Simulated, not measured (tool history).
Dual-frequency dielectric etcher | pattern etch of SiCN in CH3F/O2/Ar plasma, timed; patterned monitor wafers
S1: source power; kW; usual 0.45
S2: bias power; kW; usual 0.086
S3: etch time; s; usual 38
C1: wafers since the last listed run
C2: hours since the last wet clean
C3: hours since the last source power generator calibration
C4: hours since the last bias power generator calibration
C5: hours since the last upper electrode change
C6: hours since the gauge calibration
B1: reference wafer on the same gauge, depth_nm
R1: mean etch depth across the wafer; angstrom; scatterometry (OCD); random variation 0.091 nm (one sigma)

{"run": 1, "hour": 0.0, "S1": 0.45, "S2": 0.086, "S3": 38, "C1": 0, "C2": 2.9, "C3": 3661.3, "C4": 2567.5, "C5": 3665.4, "C6": 354.7, "B1": 13.21, "R1": 160.5}
{"run": 2, "hour": 61.4, "S1": 0.45, "S2": 0.086, "S3": 38, "C1": 833, "C2": 64.3, "C3": 3722.7, "C4": 2628.9, "C5": 3726.8, "C6": 416.1, "B1": 13.22, "R1": 160.3}
{"run": 3, "hour": 100.5, "S1": 0.45, "S2": 0.086, "S3": 38, "C1": 530, "C2": 103.4, "C3": 3761.8, "C4": 2668, "C5": 3765.9, "C6": 455.2, "B1": 13.2, "R1": 159.4}
{"run": 4, "hour": 129.8, "S1": 0.45, "S2": 0.086, "S3": 38, "C1": 397, "C2": 132.7, "C3": 3791.1, "C4": 2697.3, "C5": 3795.2, "C6": 484.5, "B1": 13.2, "R1": 158.4}
{"run": 5, "hour": 195.8, "S1": 0.45, "S2": 0.079, "S3": 38, "C1": 895, "C2": 198.7, "C3": 3857.1, "C4": 2763.3, "C5": 3861.2, "C6": 550.5, "B1": 13.19, "R1": 153.7}
{"hour": 232.2, "done": "gauge calibrated"}
{"run": 6, "hour": 256.0, "S1": 0.45, "S2": 0.079, "S3": 38, "C1": 817, "C2": 258.9, "C3": 3917.3, "C4": 2823.5, "C5": 3921.4, "C6": 23.8, "B1": 13.22, "R1": 149.7}
{"hour": 301.0, "done": "upper electrode replaced"}
{"run": 7, "hour": 302.3, "S1": 0.45, "S2": 0.078, "S3": 38, "C1": 302, "C2": 305.2, "C3": 3963.6, "C4": 2869.8, "C5": 1.3, "C6": 70.1, "B1": 13.22, "R1": 151.1}
{"hour": 323.4, "done": "source power generator calibrated"}
{"run": 8, "hour": 342.7, "S1": 0.5, "S2": 0.086, "S3": 38, "C1": 494, "C2": 345.6, "C3": 19.3, "C4": 2910.2, "C5": 41.7, "C6": 110.5, "B1": 13.2, "R1": 158}
{"run": 9, "hour": 390.2, "S1": 0.53, "S2": 0.086, "S3": 34.5, "C1": 644, "C2": 393.1, "C3": 66.8, "C4": 2957.7, "C5": 89.2, "C6": 158, "B1": 13.22, "R1": 145.3}
{"run": 10, "hour": 451.6, "S1": 0.45, "S2": 0.097, "S3": 38, "C1": 833, "C2": 454.5, "C3": 128.2, "C4": 3019.1, "C5": 150.6, "C6": 219.4, "B1": 13.22, "R1": 159.1}
{"run": 11, "hour": 480.6, "S1": 0.36, "S2": 0.076, "S3": 43, "C1": 393, "C2": 483.5, "C3": 157.2, "C4": 3048.1, "C5": 179.6, "C6": 248.4, "B1": 13.19, "R1": 156.1}
{"hour": 514.6, "done": "wet clean of the chamber"}
{"run": 12, "hour": 535.1, "S1": 0.45, "S2": 0.086, "S3": 38, "C1": 413, "C2": 20.5, "C3": 211.7, "C4": 3102.6, "C5": 234.1, "C6": 302.9, "B1": 13.21, "R1": 157.3}
{"hour": 568.0, "done": "bias power generator calibrated"}
{"run": 13, "hour": 596.1, "S1": 0.45, "S2": 0.086, "S3": 38, "C1": 773, "C2": 81.5, "C3": 272.7, "C4": 28.1, "C5": 295.1, "C6": 363.9, "B1": 13.2, "R1": 159.5}
{"run": 14, "hour": 628.6, "S1": 0.45, "S2": 0.106, "S3": 43.5, "C1": 441, "C2": 114, "C3": 305.2, "C4": 60.6, "C5": 327.6, "C6": 396.4, "B1": 13.2, "R1": 194.8}
{"run": 15, "hour": 699.0, "S1": 0.45, "S2": 0.086, "S3": 38, "C1": 955, "C2": 184.4, "C3": 375.6, "C4": 131, "C5": 398, "C6": 466.8, "B1": 13.18, "R1": 157.3}
{"run": 16, "hour": 725.5, "S1": 0.45, "S2": 0.086, "S3": 32.5, "C1": 359, "C2": 210.9, "C3": 402.1, "C4": 157.5, "C5": 424.5, "C6": 493.3, "B1": 13.17, "R1": 133.2}

Forecast each of these 4 alternatives for the next run:
{"run": "A", "hour": 725.9, "S1": 0.54, "S2": 0.086, "S3": 38, "C1": 5, "C2": 211.3, "C3": 402.5, "C4": 157.9, "C5": 424.9, "C6": 493.7, "B1": "?", "R1": "?"}
{"run": "B", "hour": 725.9, "S1": 0.5, "S2": 0.078, "S3": 30, "C1": 5, "C2": 211.3, "C3": 402.5, "C4": 157.9, "C5": 424.9, "C6": 493.7, "B1": "?", "R1": "?"}
{"run": "C", "hour": 725.9, "S1": 0.37, "S2": 0.086, "S3": 38, "C1": 5, "C2": 211.3, "C3": 402.5, "C4": 157.9, "C5": 424.9, "C6": 493.7, "B1": "?", "R1": "?"}
{"run": "D", "hour": 725.9, "S1": 0.5, "S2": 0.103, "S3": 35, "C1": 5, "C2": 211.3, "C3": 402.5, "C4": 157.9, "C5": 424.9, "C6": 493.7, "B1": "?", "R1": "?"}

run=A B1=13.23 R1=163.8
run=B B1=13.23 R1=122.5
run=C B1=13.23 R1=148.5
run=D B1=13.23 R1=157.4
Without the tool's hidden state the same runs would have given:
run=A R1=168.5
run=B R1=126
run=C R1=152.7
run=D R1=161.9
